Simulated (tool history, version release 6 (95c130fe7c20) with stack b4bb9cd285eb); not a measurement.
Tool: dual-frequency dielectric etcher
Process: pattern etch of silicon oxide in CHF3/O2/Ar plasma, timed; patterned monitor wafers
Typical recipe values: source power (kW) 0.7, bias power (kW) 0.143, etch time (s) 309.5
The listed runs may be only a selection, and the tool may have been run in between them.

run,hour,source power (kW),bias power (kW),etch time (s),"read-back reference wafer on the same gauge, depth_nm",mean etch depth across the wafer (Å)
1,0,0.7,0.143,309.5,699.6,6185
2,24.2,0.7,0.143,309.5,699.4,6099
3,46.3,0.7,0.133,309.5,699.9,5913
4,75.5,0.7,0.133,309.5,697.1,5894
5,106.2,0.7,0.133,309.5,698.5,5889
6,132.1,0.7,0.166,309.5,698.7,6520
7,144.8,0.7,0.166,309.5,698.8,6473
8,160.5,0.7,0.166,309.5,699.6,6520
9,185.3,0.7,0.143,309.5,699,6159
# hour 215.4: upper electrode replaced
10,215.9,0.7,0.143,309.5,699.7,6258
# hour 223.8: source power generator calibrated
11,224.3,0.7,0.143,309.5,697.9,6210
# hour 233.5: bias power generator calibrated
12,243.5,0.7,0.12,347.5,698.3,6547
13,270,0.7,0.12,347.5,698.4,6580
# hour 290.5: gauge calibrated
14,321.3,0.81,0.172,385.5,698.7,9028
15,338.8,0.81,0.172,385.5,698.9,8950
16,358.6,0.58,0.176,309.5,698.8,6186
# hour 394.4: wet clean of the chamber
17,394.9,0.85,0.143,382,698.7,8258
18,403.1,0.52,0.111,377.5,698.9,5775
19,422.4,0.7,0.166,309.5,699.2,6440
20,453.3,0.54,0.143,270.5,698.7,4744
21,472,0.7,0.143,309.5,698.7,6015
22,505.5,0.55,0.143,309.5,698.8,5468
23,526.4,0.78,0.161,360,698.6,7817
24,554.3,0.7,0.179,309.5,698.3,6608
25,577.6,0.76,0.132,309.5,700.1,6124
# hour 596: gauge calibrated
26,607,0.7,0.143,309.5,698.2,6162

4 options for the next run, each taken on its own from the tool as it stands now. Forecast them:
A,607.5,0.7,0.143,309.5,?,?
B,607.5,0.7,0.155,221,?,?
C,607.5,0.64,0.143,309.5,?,?
D,607.5,0.6,0.113,309.5,?,?

run,"read-back reference wafer on the same gauge, depth_nm",mean etch depth across the wafer (Å)
A,699.1,6121
B,699.1,4510
C,699.1,5872
D,699.1,5192
Without the tool's unlogged condition, the same runs would have read:
run,mean etch depth across the wafer (Å)
A,6010
B,4428
C,5765
D,5098
